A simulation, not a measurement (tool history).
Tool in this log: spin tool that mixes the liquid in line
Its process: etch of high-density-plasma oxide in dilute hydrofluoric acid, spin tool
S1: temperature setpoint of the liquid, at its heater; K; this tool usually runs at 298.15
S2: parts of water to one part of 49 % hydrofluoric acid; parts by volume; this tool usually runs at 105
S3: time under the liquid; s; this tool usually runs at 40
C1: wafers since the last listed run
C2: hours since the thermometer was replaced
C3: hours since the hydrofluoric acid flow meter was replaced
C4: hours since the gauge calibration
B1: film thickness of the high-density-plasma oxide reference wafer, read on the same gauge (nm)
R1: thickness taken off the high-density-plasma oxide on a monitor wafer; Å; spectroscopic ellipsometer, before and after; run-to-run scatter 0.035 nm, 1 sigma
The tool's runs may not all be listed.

{"run": 1, "hour": 0.0, "S1": 298.15, "S2": 65, "S3": 40, "C1": 0, "C2": 2028.5, "C3": 981.7, "C4": 687.7, "B1": 29.984, "R1": 70.2}
{"run": 2, "hour": 79.4, "S1": 298.15, "S2": 85, "S3": 40, "C1": 858, "C2": 2107.9, "C3": 1061.1, "C4": 767.1, "B1": 29.994, "R1": 52.34}
{"run": 3, "hour": 156.9, "S1": 298.15, "S2": 105, "S3": 40, "C1": 838, "C2": 2185.4, "C3": 1138.6, "C4": 844.6, "B1": 30.007, "R1": 41.61}
{"run": 4, "hour": 214.1, "S1": 298.15, "S2": 105, "S3": 40, "C1": 618, "C2": 2242.6, "C3": 1195.8, "C4": 901.8, "B1": 29.999, "R1": 41.41}
{"run": 5, "hour": 278.7, "S1": 298.15, "S2": 105, "S3": 25, "C1": 698, "C2": 2307.2, "C3": 1260.4, "C4": 966.4, "B1": 30.001, "R1": 25.88}
{"run": 6, "hour": 325.8, "S1": 298.15, "S2": 105, "S3": 25, "C1": 509, "C2": 2354.3, "C3": 1307.5, "C4": 1013.5, "B1": 30.004, "R1": 25.63}
{"hour": 422.8, "done": "thermometer replaced"}
{"run": 7, "hour": 423.3, "S1": 298.15, "S2": 105, "S3": 25, "C1": 1043, "C2": 0.5, "C3": 1405, "C4": 1111, "B1": 29.99, "R1": 28.71}
{"run": 8, "hour": 484.8, "S1": 296.15, "S2": 105, "S3": 50, "C1": 665, "C2": 62, "C3": 1466.5, "C4": 1172.5, "B1": 29.973, "R1": 53.14}
{"run": 9, "hour": 533.3, "S1": 294.65, "S2": 105, "S3": 40, "C1": 524, "C2": 110.5, "C3": 1515, "C4": 1221, "B1": 29.982, "R1": 39.67}
{"run": 10, "hour": 608.7, "S1": 299.65, "S2": 130, "S3": 35, "C1": 815, "C2": 185.9, "C3": 1590.4, "C4": 1296.4, "B1": 30.002, "R1": 33.22}
{"run": 11, "hour": 708.0, "S1": 299.65, "S2": 130, "S3": 35, "C1": 1074, "C2": 285.2, "C3": 1689.7, "C4": 1395.7, "B1": 30.015, "R1": 33.15}
{"hour": 715.8, "done": "gauge calibrated"}
{"hour": 725.5, "done": "hydrofluoric acid flow meter replaced"}
{"run": 12, "hour": 920.8, "S1": 302.65, "S2": 140, "S3": 65, "C1": 2291, "C2": 498, "C3": 195.3, "C4": 205, "B1": 29.999, "R1": 62.44}
{"run": 13, "hour": 969.7, "S1": 298.15, "S2": 105, "S3": 30, "C1": 528, "C2": 546.9, "C3": 244.2, "C4": 253.9, "B1": 29.988, "R1": 33.56}
{"run": 14, "hour": 1018.1, "S1": 298.15, "S2": 70, "S3": 50, "C1": 523, "C2": 595.3, "C3": 292.6, "C4": 302.3, "B1": 30.008, "R1": 87.69}
{"run": 15, "hour": 1093.9, "S1": 296.65, "S2": 105, "S3": 50, "C1": 819, "C2": 671.1, "C3": 368.4, "C4": 378.1, "B1": 30.002, "R1": 53.09}
{"run": 16, "hour": 1190.4, "S1": 303.15, "S2": 125, "S3": 40, "C1": 1043, "C2": 767.6, "C3": 464.9, "C4": 474.6, "B1": 30, "R1": 43.72}
{"run": 17, "hour": 1227.2, "S1": 298.15, "S2": 155, "S3": 20, "C1": 398, "C2": 804.4, "C3": 501.7, "C4": 511.4, "B1": 30.004, "R1": 13.97}
{"run": 18, "hour": 1277.8, "S1": 294.65, "S2": 90, "S3": 60, "C1": 547, "C2": 855, "C3": 552.3, "C4": 562, "B1": 29.987, "R1": 68.49}
{"run": 19, "hour": 1384.2, "S1": 298.15, "S2": 105, "S3": 40, "C1": 1150, "C2": 961.4, "C3": 658.7, "C4": 668.4, "B1": 30.015, "R1": 43.62}

Each row is a separate what-if for the run after 19, all from the same tool condition, not one after another. Results?
{"run": "A", "hour": 1384.6, "S1": 298.15, "S2": 105, "S3": 40, "C1": 4, "C2": 961.8, "C3": 659.1, "C4": 668.8, "B1": "?", "R1": "?"}
{"run": "B", "hour": 1384.6, "S1": 298.15, "S2": 55, "S3": 40, "C1": 4, "C2": 961.8, "C3": 659.1, "C4": 668.8, "B1": "?", "R1": "?"}
{"run": "C", "hour": 1384.6, "S1": 298.15, "S2": 105, "S3": 65, "C1": 4, "C2": 961.8, "C3": 659.1, "C4": 668.8, "B1": "?", "R1": "?"}

run=A B1=29.997 R1=43.89
run=B B1=29.997 R1=89.26
run=C B1=29.997 R1=71.32
The same runs, with their run-to-run variation unchanged, on a tool lacking any hidden condition would have given:
run=A R1=45.79
run=B R1=93.29
run=C R1=74.41
